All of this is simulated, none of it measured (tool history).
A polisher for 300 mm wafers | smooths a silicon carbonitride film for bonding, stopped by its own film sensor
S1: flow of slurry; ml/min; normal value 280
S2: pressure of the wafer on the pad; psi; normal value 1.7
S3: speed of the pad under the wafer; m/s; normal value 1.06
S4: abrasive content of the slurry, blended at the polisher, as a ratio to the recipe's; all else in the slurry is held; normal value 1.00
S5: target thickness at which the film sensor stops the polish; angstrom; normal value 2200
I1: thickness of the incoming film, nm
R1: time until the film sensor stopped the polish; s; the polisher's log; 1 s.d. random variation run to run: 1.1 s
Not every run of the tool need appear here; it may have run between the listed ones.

run,day,S1,S2,S3,S4,S5,I1,R1
1,0.000,280,1.7,1.06,1.00,2160,243.2,155.9
# day 0.988: worn pad replaced by a new one
2,1.067,280,1.7,1.06,1.00,2160,240.8,140.2
3,1.958,280,1.7,1.06,1.00,2160,237.0,117.6
4,3.242,280,1.7,1.06,1.00,2200,237.5,100.6
5,4.421,280,1.7,1.06,1.00,2200,235.8,91.2
6,5.996,280,1.7,1.06,1.00,2170,238.9,130.2
# day 6.212: slurry nozzle cleaned
# day 6.521: worn pad replaced by a new one
7,7.388,280,1.7,1.06,0.75,2200,237.7,119.6
# day 7.954: slurry blender recalibrated
8,8.667,280,1.7,1.06,0.75,2200,240.8,122.3
9,9.650,280,1.7,1.06,1.00,2200,240.2,108.1
10,10.775,240,1.7,1.06,1.00,2200,234.6,80.7
# day 11.012: worn pad replaced by a new one
11,11.292,220,1.3,1.32,1.00,2200,239.4,118.1
# day 12.738: head pressure recalibrated
12,12.779,345,2.1,1.06,1.00,2240,237.2,60.7
13,14.242,280,1.7,1.06,1.00,2200,240.7,114.1
# day 15.342: worn pad replaced by a new one
14,15.362,280,1.7,1.06,0.90,2200,241.1,119.4
15,16.000,280,1.7,1.06,1.00,2200,239.3,104.7
16,16.967,190,1.7,1.32,1.10,2240,241.5,89.7
17,18.375,280,1.7,1.06,1.00,2160,240.2,137.5
18,19.154,245,1.7,0.88,1.25,2200,237.9,105.0

4 options for the next run, each taken on its own from the tool as it stands now. Forecast them:
A,19.175,280,1.2,1.06,1.00,2200,241.8,?
B,19.175,325,1.7,1.06,0.80,2200,241.8,?
C,19.175,280,1.7,1.06,0.75,2160,241.8,?
D,19.175,280,1.5,1.06,1.20,2220,241.8,?

run,R1
A,158.9
B,133.1
C,163.6
D,116.2
Without the tool's hidden state the same runs would have given:
run,R1
A,150.4
B,125.4
C,153.9
D,110.3
